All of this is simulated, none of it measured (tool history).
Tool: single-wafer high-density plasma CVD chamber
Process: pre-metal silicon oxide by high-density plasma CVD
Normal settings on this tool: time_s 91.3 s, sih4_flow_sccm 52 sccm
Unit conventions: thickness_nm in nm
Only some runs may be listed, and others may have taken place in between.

run,day,time_s,sih4_flow_sccm,"read-back reference wafer on the same gauge, thickness_nm",thickness_nm
1,0.000,91.3,52,535.052,489.256
2,2.992,91.3,52,534.611,487.089
3,6.733,102.4,58,534.689,593.947
4,10.004,102.4,58,534.218,593.257
5,18.975,91.3,52,534.753,493.148
6,22.133,91.3,52,535.261,489.426
7,24.812,91.3,45,535.287,449.891
8,26.862,91.3,45,535.267,450.512
9,28.533,99.9,52,534.850,541.099
10,31.867,99.9,52,534.613,543.950
# day 34.567: silane flow controller replaced
11,34.996,101.6,52,535.567,532.367
12,39.442,101.6,52,535.281,534.036
13,43.596,101.3,59,535.710,573.174
14,47.142,73.0,44,534.516,342.151
15,50.212,103.3,57,534.549,571.601
# day 52.138: gauge calibrated
16,52.629,84.5,57,535.454,470.340
17,55.829,91.3,52,535.323,479.224
18,58.900,96.5,52,535.267,508.650
19,61.254,99.0,48,535.110,492.887
20,64.292,91.3,52,534.719,479.595
21,72.033,102.7,45,535.148,490.674
22,74.825,102.6,59,534.970,588.254
23,79.017,91.3,52,535.537,484.519
24,82.267,91.3,62,534.998,545.090
25,85.950,103.3,46,535.328,502.409

Consider 4 possible next runs. They are alternatives, not a sequence: every one starts from the tool as it was left by run 25. What does each give?
A,85.967,91.3,52,?,?
B,85.967,100.7,58,?,?
C,85.967,98.8,45,?,?
D,85.967,100.3,57,?,?

run,"read-back reference wafer on the same gauge, thickness_nm",thickness_nm
A,534.923,479.237
B,534.923,569.315
C,534.923,471.976
D,534.923,560.291
Had the tool no hidden state, the same runs would have come out as:
run,thickness_nm
A,472.741
B,561.597
C,465.578
D,552.695

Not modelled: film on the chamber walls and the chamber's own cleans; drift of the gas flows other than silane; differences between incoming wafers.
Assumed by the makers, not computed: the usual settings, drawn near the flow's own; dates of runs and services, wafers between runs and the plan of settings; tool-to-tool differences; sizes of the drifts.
